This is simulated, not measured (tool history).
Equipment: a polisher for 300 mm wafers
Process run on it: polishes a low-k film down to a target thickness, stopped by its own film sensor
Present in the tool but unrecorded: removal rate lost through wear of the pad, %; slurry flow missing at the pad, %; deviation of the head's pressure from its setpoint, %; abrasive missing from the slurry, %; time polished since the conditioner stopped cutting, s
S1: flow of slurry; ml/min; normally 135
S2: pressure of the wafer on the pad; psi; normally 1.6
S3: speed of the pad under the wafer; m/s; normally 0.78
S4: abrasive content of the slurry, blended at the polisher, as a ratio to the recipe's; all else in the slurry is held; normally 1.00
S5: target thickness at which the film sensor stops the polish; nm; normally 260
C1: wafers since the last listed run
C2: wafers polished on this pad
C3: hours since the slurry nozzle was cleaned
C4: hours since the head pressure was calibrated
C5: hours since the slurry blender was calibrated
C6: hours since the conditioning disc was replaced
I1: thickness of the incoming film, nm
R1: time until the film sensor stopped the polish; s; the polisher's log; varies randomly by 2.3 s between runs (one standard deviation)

run	hour	S1	S2	S3	S4	S5	C1	C2	C3	C4	C5	C6	I1	R1
1	0.0	135	1.6	0.78	1.00	260	0	88	231.9	312.6	355.2	39.3	300.3	163.1
# hour 43.3: slurry blender recalibrated
# hour 63.1: slurry nozzle cleaned
2	63.6	135	1.6	0.78	1.00	260	352	441	0.5	376.2	20.3	102.9	298.1	140.6
3	113.3	135	1.6	0.78	1.00	260	289	730	50.2	425.9	70.0	152.6	302.3	154.9
# hour 134.6: conditioning disc replaced and pad reconditioned
# hour 172.1: head pressure recalibrated
4	184.2	135	1.6	0.78	1.00	260	389	1119	121.1	12.1	140.9	49.6	300.9	151.7
# hour 202.5: worn pad replaced by a new one
5	219.6	135	1.8	0.78	1.00	260	182	99	156.5	47.5	176.3	85.0	298.5	123.9
6	282.7	135	1.8	0.78	1.00	260	367	466	219.6	110.6	239.4	148.1	294.4	117.9
# hour 337.0: conditioning disc replaced and pad reconditioned
# hour 342.7: slurry nozzle cleaned
7	353.6	135	1.6	0.78	0.80	260	395	861	10.9	181.5	310.3	16.6	300.2	181.7
8	384.2	135	1.6	0.78	0.80	260	178	1039	41.5	212.1	340.9	47.2	296.4	170.0
# hour 392.8: worn pad replaced by a new one
9	438.7	120	1.6	0.62	1.00	260	293	267	96.0	266.6	395.4	101.7	300.6	196.8
# hour 467.8: slurry blender recalibrated
10	520.2	120	1.6	0.62	1.00	260	462	729	177.5	348.1	52.4	183.2	304.9	199.2
# hour 561.2: conditioning disc replaced and pad reconditioned
11	561.7	135	1.6	0.98	1.20	260	229	959	219.0	389.6	93.9	0.5	300.6	109.8
# hour 573.6: worn pad replaced by a new one
12	592.2	135	1.6	0.94	0.85	260	154	108	249.5	420.1	124.4	31.0	294.6	123.3
# hour 616.5: head pressure recalibrated
13	619.2	135	1.6	0.78	1.00	260	145	253	276.5	2.7	151.4	58.0	298.7	148.3
# hour 622.6: slurry nozzle cleaned
14	665.6	135	2.1	0.88	1.20	253	264	517	43.0	49.1	197.8	104.4	296.2	103.9
15	734.5	100	1.2	0.78	0.75	264	400	918	111.9	118.0	266.7	173.3	300.2	235.3
# hour 746.8: conditioning disc replaced and pad reconditioned
# hour 766.4: worn pad replaced by a new one
16	800.3	135	1.9	0.78	1.20	260	347	197	177.7	183.8	332.5	53.5	304.4	133.0
17	868.5	135	1.6	0.78	1.25	260	396	594	245.9	252.0	400.7	121.7	303.1	152.0
18	897.6	135	1.6	0.78	1.00	260	169	763	275.0	281.1	429.8	150.8	296.3	145.7
# hour 928.9: slurry nozzle cleaned
# hour 933.5: slurry blender recalibrated
19	939.6	135	1.6	0.78	1.00	260	226	990	10.7	323.1	6.1	192.8	302.4	151.3
# hour 947.6: worn pad replaced by a new one
# hour 969.0: conditioning disc replaced and pad reconditioned
20	976.6	180	1.9	0.78	1.00	260	180	157	47.7	360.1	43.1	7.6	305.0	134.8
21	1018.1	135	1.9	0.78	1.00	266	241	398	89.2	401.6	84.6	49.1	304.4	117.0

What if the next run were any one of these 3? Each begins from the tool's condition after run 21:
A	1018.6	135	1.6	0.78	1.00	260	2	401	89.7	402.1	85.1	49.6	294.5	?
B	1018.6	135	1.6	0.78	1.15	260	2	401	89.7	402.1	85.1	49.6	294.5	?
C	1018.6	155	1.6	0.78	1.00	260	2	401	89.7	402.1	85.1	49.6	294.5	?

run	R1
A	130.4
B	121.5
C	127.8
Without the tool's hidden state the same runs would have given:
run	R1
A	127.3
B	118.8
C	124.7
